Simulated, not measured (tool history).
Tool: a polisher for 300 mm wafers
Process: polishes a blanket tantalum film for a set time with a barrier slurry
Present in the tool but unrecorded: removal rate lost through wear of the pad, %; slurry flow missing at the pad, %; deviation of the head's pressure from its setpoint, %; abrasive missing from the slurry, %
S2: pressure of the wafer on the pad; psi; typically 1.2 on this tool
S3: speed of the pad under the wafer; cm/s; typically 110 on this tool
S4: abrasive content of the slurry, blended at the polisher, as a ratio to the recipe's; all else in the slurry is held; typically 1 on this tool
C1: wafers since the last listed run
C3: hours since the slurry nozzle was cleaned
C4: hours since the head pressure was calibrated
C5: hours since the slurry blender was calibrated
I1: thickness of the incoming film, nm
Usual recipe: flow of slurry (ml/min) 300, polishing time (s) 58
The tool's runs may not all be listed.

{"run": 1, "hour": 0.0, "flow of slurry (ml/min)": 275, "S2": 1.2, "S3": 110, "S4": 1, "polishing time (s)": 58, "C1": 0, "wafers polished on this pad": 548, "C3": 668, "C4": 297.3, "C5": 314.4, "I1": 182.3, "film removed (angstrom)": 556}
{"run": 2, "hour": 6.7, "flow of slurry (ml/min)": 275, "S2": 1.2, "S3": 110, "S4": 1, "polishing time (s)": 58, "C1": 87, "wafers polished on this pad": 635, "C3": 674.7, "C4": 304, "C5": 321.1, "I1": 180.7, "film removed (angstrom)": 548}
{"run": 3, "hour": 14.2, "flow of slurry (ml/min)": 300, "S2": 1.2, "S3": 110, "S4": 1, "polishing time (s)": 58, "C1": 97, "wafers polished on this pad": 733, "C3": 682.2, "C4": 311.5, "C5": 328.6, "I1": 180.5, "film removed (angstrom)": 553}
{"run": 4, "hour": 27.3, "flow of slurry (ml/min)": 300, "S2": 1.2, "S3": 92, "S4": 1, "polishing time (s)": 58, "C1": 170, "wafers polished on this pad": 904, "C3": 695.3, "C4": 324.6, "C5": 341.7, "I1": 180.6, "film removed (angstrom)": 465}
{"hour": 35.4, "done": "worn pad replaced by a new one, of another model than before"}
{"run": 5, "hour": 35.9, "flow of slurry (ml/min)": 300, "S2": 1.2, "S3": 92, "S4": 1, "polishing time (s)": 58, "C1": 59, "wafers polished on this pad": 6, "C3": 703.9, "C4": 333.2, "C5": 350.3, "I1": 180.6, "film removed (angstrom)": 550}
{"run": 6, "hour": 47.7, "flow of slurry (ml/min)": 300, "S2": 1.2, "S3": 110, "S4": 1, "polishing time (s)": 53, "C1": 153, "wafers polished on this pad": 160, "C3": 715.7, "C4": 345, "C5": 362.1, "I1": 177.4, "film removed (angstrom)": 552}
{"run": 7, "hour": 65.5, "flow of slurry (ml/min)": 300, "S2": 1.2, "S3": 110, "S4": 1, "polishing time (s)": 53, "C1": 231, "wafers polished on this pad": 392, "C3": 733.5, "C4": 362.8, "C5": 379.9, "I1": 181.2, "film removed (angstrom)": 518}
{"run": 8, "hour": 74.3, "flow of slurry (ml/min)": 300, "S2": 1.2, "S3": 110, "S4": 1, "polishing time (s)": 53, "C1": 114, "wafers polished on this pad": 506, "C3": 742.3, "C4": 371.6, "C5": 388.7, "I1": 179.3, "film removed (angstrom)": 523}
{"run": 9, "hour": 82.1, "flow of slurry (ml/min)": 300, "S2": 1.2, "S3": 110, "S4": 1, "polishing time (s)": 67, "C1": 101, "wafers polished on this pad": 608, "C3": 750.1, "C4": 379.4, "C5": 396.5, "I1": 178.3, "film removed (angstrom)": 661}
{"run": 10, "hour": 97.8, "flow of slurry (ml/min)": 300, "S2": 1.2, "S3": 110, "S4": 1, "polishing time (s)": 67, "C1": 204, "wafers polished on this pad": 812, "C3": 765.8, "C4": 395.1, "C5": 412.2, "I1": 182.8, "film removed (angstrom)": 641}
{"hour": 107.3, "done": "worn pad replaced by a new one"}
{"run": 11, "hour": 107.8, "flow of slurry (ml/min)": 300, "S2": 1.2, "S3": 110, "S4": 1, "polishing time (s)": 58, "C1": 78, "wafers polished on this pad": 6, "C3": 775.8, "C4": 405.1, "C5": 422.2, "I1": 179.9, "film removed (angstrom)": 634}
{"run": 12, "hour": 118.7, "flow of slurry (ml/min)": 300, "S2": 1.2, "S3": 110, "S4": 1, "polishing time (s)": 58, "C1": 141, "wafers polished on this pad": 148, "C3": 786.7, "C4": 416, "C5": 433.1, "I1": 180.5, "film removed (angstrom)": 588}
{"run": 13, "hour": 124.8, "flow of slurry (ml/min)": 395, "S2": 1.2, "S3": 110, "S4": 1, "polishing time (s)": 52, "C1": 79, "wafers polished on this pad": 227, "C3": 792.8, "C4": 422.1, "C5": 439.2, "I1": 178.6, "film removed (angstrom)": 528}
{"hour": 135.3, "done": "slurry blender recalibrated"}
{"run": 14, "hour": 135.8, "flow of slurry (ml/min)": 300, "S2": 1.2, "S3": 110, "S4": 1, "polishing time (s)": 48, "C1": 117, "wafers polished on this pad": 344, "C3": 803.8, "C4": 433.1, "C5": 0.5, "I1": 177.9, "film removed (angstrom)": 479}
{"run": 15, "hour": 146.2, "flow of slurry (ml/min)": 300, "S2": 1.2, "S3": 110, "S4": 1, "polishing time (s)": 67, "C1": 135, "wafers polished on this pad": 480, "C3": 814.2, "C4": 443.5, "C5": 10.9, "I1": 176.8, "film removed (angstrom)": 646}
{"run": 16, "hour": 158.7, "flow of slurry (ml/min)": 360, "S2": 1.2, "S3": 110, "S4": 0.75, "polishing time (s)": 39, "C1": 162, "wafers polished on this pad": 642, "C3": 826.7, "C4": 456, "C5": 23.4, "I1": 179.2, "film removed (angstrom)": 316}
{"hour": 163.3, "done": "head pressure recalibrated"}
{"run": 17, "hour": 166.4, "flow of slurry (ml/min)": 325, "S2": 1.2, "S3": 144, "S4": 0.75, "polishing time (s)": 58, "C1": 74, "wafers polished on this pad": 717, "C3": 834.4, "C4": 3.1, "C5": 31.1, "I1": 180.7, "film removed (angstrom)": 552}
{"run": 18, "hour": 172.5, "flow of slurry (ml/min)": 200, "S2": 1, "S3": 110, "S4": 1, "polishing time (s)": 64, "C1": 79, "wafers polished on this pad": 796, "C3": 840.5, "C4": 9.2, "C5": 37.2, "I1": 177.2, "film removed (angstrom)": 513}
{"hour": 185.4, "done": "worn pad replaced by a new one"}
{"run": 19, "hour": 189.4, "flow of slurry (ml/min)": 300, "S2": 1.2, "S3": 110, "S4": 1, "polishing time (s)": 58, "C1": 167, "wafers polished on this pad": 52, "C3": 857.4, "C4": 26.1, "C5": 54.1, "I1": 177.1, "film removed (angstrom)": 610}
{"hour": 196.2, "done": "slurry nozzle cleaned"}
{"run": 20, "hour": 205.6, "flow of slurry (ml/min)": 245, "S2": 1.2, "S3": 110, "S4": 1, "polishing time (s)": 78, "C1": 197, "wafers polished on this pad": 250, "C3": 9.4, "C4": 42.3, "C5": 70.3, "I1": 178.6, "film removed (angstrom)": 776}
{"run": 21, "hour": 211.8, "flow of slurry (ml/min)": 300, "S2": 1.2, "S3": 110, "S4": 1, "polishing time (s)": 58, "C1": 80, "wafers polished on this pad": 331, "C3": 15.6, "C4": 48.5, "C5": 76.5, "I1": 181, "film removed (angstrom)": 577}
{"run": 22, "hour": 228.2, "flow of slurry (ml/min)": 225, "S2": 1.2, "S3": 142, "S4": 0.8, "polishing time (s)": 48, "C1": 213, "wafers polished on this pad": 544, "C3": 32, "C4": 64.9, "C5": 92.9, "I1": 177.4, "film removed (angstrom)": 471}
{"run": 23, "hour": 235.2, "flow of slurry (ml/min)": 375, "S2": 1.2, "S3": 110, "S4": 1, "polishing time (s)": 58, "C1": 91, "wafers polished on this pad": 635, "C3": 39, "C4": 71.9, "C5": 99.9, "I1": 184, "film removed (angstrom)": 556}
{"run": 24, "hour": 252.9, "flow of slurry (ml/min)": 400, "S2": 1.2, "S3": 110, "S4": 1, "polishing time (s)": 43, "C1": 230, "wafers polished on this pad": 866, "C3": 56.7, "C4": 89.6, "C5": 117.6, "I1": 179.3, "film removed (angstrom)": 420}
{"run": 25, "hour": 266.8, "flow of slurry (ml/min)": 300, "S2": 1.2, "S3": 92, "S4": 1, "polishing time (s)": 58, "C1": 180, "wafers polished on this pad": 1047, "C3": 70.6, "C4": 103.5, "C5": 131.5, "I1": 179.4, "film removed (angstrom)": 493}
{"hour": 271.1, "done": "worn pad replaced by a new one"}
{"run": 26, "hour": 273.1, "flow of slurry (ml/min)": 350, "S2": 1.5, "S3": 110, "S4": 1.15, "polishing time (s)": 58, "C1": 29, "wafers polished on this pad": 26, "C3": 76.9, "C4": 109.8, "C5": 137.8, "I1": 182, "film removed (angstrom)": 791}
{"run": 27, "hour": 286.0, "flow of slurry (ml/min)": 270, "S2": 1.2, "S3": 110, "S4": 1, "polishing time (s)": 47, "C1": 167, "wafers polished on this pad": 194, "C3": 89.8, "C4": 122.7, "C5": 150.7, "I1": 182, "film removed (angstrom)": 468}
{"run": 28, "hour": 300.4, "flow of slurry (ml/min)": 245, "S2": 0.9, "S3": 110, "S4": 1.3, "polishing time (s)": 44, "C1": 187, "wafers polished on this pad": 381, "C3": 104.2, "C4": 137.1, "C5": 165.1, "I1": 180.9, "film removed (angstrom)": 385}
{"run": 29, "hour": 309.7, "flow of slurry (ml/min)": 380, "S2": 1.2, "S3": 138, "S4": 1.1, "polishing time (s)": 77, "C1": 121, "wafers polished on this pad": 502, "C3": 113.5, "C4": 146.4, "C5": 174.4, "I1": 182.9, "film removed (angstrom)": 923}
{"run": 30, "hour": 323.3, "flow of slurry (ml/min)": 300, "S2": 1.2, "S3": 110, "S4": 0.85, "polishing time (s)": 58, "C1": 177, "wafers polished on this pad": 679, "C3": 127.1, "C4": 160, "C5": 188, "I1": 181.2, "film removed (angstrom)": 514}
{"run": 31, "hour": 338.9, "flow of slurry (ml/min)": 300, "S2": 1.2, "S3": 110, "S4": 1, "polishing time (s)": 58, "C1": 203, "wafers polished on this pad": 883, "C3": 142.7, "C4": 175.6, "C5": 203.6, "I1": 179.2, "film removed (angstrom)": 545}

Consider 3 possible next runs. They are alternatives, not a sequence: every one starts from the tool as it was left by run 31. What does each give?
{"run": "A", "hour": 339.3, "flow of slurry (ml/min)": 300, "S2": 1.2, "S3": 110, "S4": 1, "polishing time (s)": 58, "C1": 5, "wafers polished on this pad": 888, "C3": 143.1, "C4": 176, "C5": 204, "I1": 183.2, "film removed (angstrom)": "?"}
{"run": "B", "hour": 339.3, "flow of slurry (ml/min)": 265, "S2": 0.9, "S3": 124, "S4": 1, "polishing time (s)": 63, "C1": 5, "wafers polished on this pad": 888, "C3": 143.1, "C4": 176, "C5": 204, "I1": 183.2, "film removed (angstrom)": "?"}
{"run": "C", "hour": 339.3, "flow of slurry (ml/min)": 300, "S2": 0.9, "S3": 110, "S4": 1, "polishing time (s)": 67, "C1": 5, "wafers polished on this pad": 888, "C3": 143.1, "C4": 176, "C5": 204, "I1": 183.2, "film removed (angstrom)": "?"}

run=A film_removed_(angstrom)=553
run=B film_removed_(angstrom)=518
run=C film_removed_(angstrom)=513
The same runs, with their run-to-run variation unchanged, on a tool lacking any hidden condition would have given:
run=A film_removed_(angstrom)=624
run=B film_removed_(angstrom)=585
run=C film_removed_(angstrom)=579

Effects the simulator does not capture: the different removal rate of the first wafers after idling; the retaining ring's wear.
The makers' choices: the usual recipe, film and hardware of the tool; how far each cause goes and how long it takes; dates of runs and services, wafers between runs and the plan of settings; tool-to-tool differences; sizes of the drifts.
